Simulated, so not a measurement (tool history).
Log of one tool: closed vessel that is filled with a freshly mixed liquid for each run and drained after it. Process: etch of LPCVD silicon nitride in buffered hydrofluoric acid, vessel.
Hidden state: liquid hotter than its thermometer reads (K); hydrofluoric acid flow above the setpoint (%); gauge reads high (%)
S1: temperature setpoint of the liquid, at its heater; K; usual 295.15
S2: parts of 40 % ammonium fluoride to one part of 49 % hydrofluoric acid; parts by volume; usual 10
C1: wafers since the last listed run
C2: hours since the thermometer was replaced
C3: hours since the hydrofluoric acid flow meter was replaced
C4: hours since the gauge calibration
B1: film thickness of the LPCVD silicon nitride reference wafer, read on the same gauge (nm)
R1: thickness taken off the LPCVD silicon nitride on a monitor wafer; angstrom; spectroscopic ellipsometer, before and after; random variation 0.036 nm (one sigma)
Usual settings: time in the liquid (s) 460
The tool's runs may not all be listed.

Run 1, hour 0: usual settings; C1 0; C2 711.7; C3 527.6; C4 245.7; B1 140. Result: R1 70.8 angstrom.
Run 2, hour 14.6: usual settings; C1 779; C2 726.3; C3 542.2; C4 260.3; B1 139.98. Result: R1 70.2 angstrom.
Run 3, hour 29: usual settings; C1 769; C2 740.7; C3 556.6; C4 274.7; B1 139.98. Result: R1 70.1 angstrom.
Run 4, hour 39.2: usual settings; C1 544; C2 750.9; C3 566.8; C4 284.9; B1 140.01. Result: R1 70.1 angstrom.
Run 5, hour 46.3: usual settings; C1 379; C2 758; C3 573.9; C4 292; B1 140. Result: R1 70.6 angstrom.
Run 6, hour 55.5: usual settings; C1 491; C2 767.2; C3 583.1; C4 301.2; B1 139.97. Result: R1 70.9 angstrom.
Run 7, hour 64.2: usual settings; C1 464; C2 775.9; C3 591.8; C4 309.9; B1 140. Result: R1 70.3 angstrom.
Run 8, hour 81.6: usual settings but S2 13 parts by volume, time in the liquid (s) 250; C1 929; C2 793.3; C3 609.2; C4 327.3; B1 140.01. Result: R1 30.8 angstrom.
Run 9, hour 95.9: usual settings; C1 763; C2 807.6; C3 623.5; C4 341.6; B1 140. Result: R1 70.5 angstrom.
Run 10, hour 112.7: usual settings; C1 897; C2 824.4; C3 640.3; C4 358.4; B1 139.98. Result: R1 71.1 angstrom.
Run 11, hour 129.1: usual settings but S1 292.15 K, time in the liquid (s) 370; C1 876; C2 840.8; C3 656.7; C4 374.8; B1 140.04. Result: R1 48.3 angstrom.
At hour 141.7: hydrofluoric acid flow meter replaced.
Run 12, hour 143.4: usual settings but S2 9 parts by volume; C1 710; C2 855.1; C3 1.7; C4 389.1; B1 140. Result: R1 71.8 angstrom.
Run 13, hour 158.3: usual settings but S1 292.65 K; C1 795; C2 870; C3 16.6; C4 404; B1 140.02. Result: R1 58.9 angstrom.
At hour 170.5: gauge calibrated.
Run 14, hour 174.9: usual settings but S1 298.65 K; C1 886; C2 886.6; C3 33.2; C4 4.4; B1 140. Result: R1 81.7 angstrom.
Run 15, hour 189.3: usual settings but S2 7 parts by volume, time in the liquid (s) 705; C1 769; C2 901; C3 47.6; C4 18.8; B1 139.99. Result: R1 145 angstrom.
Run 16, hour 198.8: usual settings but S1 297.15 K, S2 7 parts by volume; C1 507; C2 910.5; C3 57.1; C4 28.3; B1 140.01. Result: R1 106.1 angstrom.
Run 17, hour 212.9: usual settings but S1 299.65 K; C1 753; C2 924.6; C3 71.2; C4 42.4; B1 140. Result: R1 86.5 angstrom.
Run 18, hour 219.3: usual settings; C1 341; C2 931; C3 77.6; C4 48.8; B1 140.02. Result: R1 67.9 angstrom.
Run 19, hour 235.1: usual settings but S1 297.65 K, S2 13 parts by volume, time in the liquid (s) 685; C1 844; C2 946.8; C3 93.4; C4 64.6; B1 140. Result: R1 90.3 angstrom.
Run 20, hour 249.1: usual settings but S1 293.65 K, S2 8 parts by volume, time in the liquid (s) 535; C1 747; C2 960.8; C3 107.4; C4 78.6; B1 140.01. Result: R1 88.3 angstrom.

Forecast run 21:
At hour 254.1: thermometer replaced.
Run 21, hour 260.2: usual settings but S1 290.65 K, S2 14 parts by volume, time in the liquid (s) 215; C1 539; C2 6.1; C3 118.5; C4 89.7; B1 ?. Result: R1 ?.

B1: 140.01
R1: 17.2 angstrom
Without the tool's hidden state the same run would have given R1 16.8 angstrom.

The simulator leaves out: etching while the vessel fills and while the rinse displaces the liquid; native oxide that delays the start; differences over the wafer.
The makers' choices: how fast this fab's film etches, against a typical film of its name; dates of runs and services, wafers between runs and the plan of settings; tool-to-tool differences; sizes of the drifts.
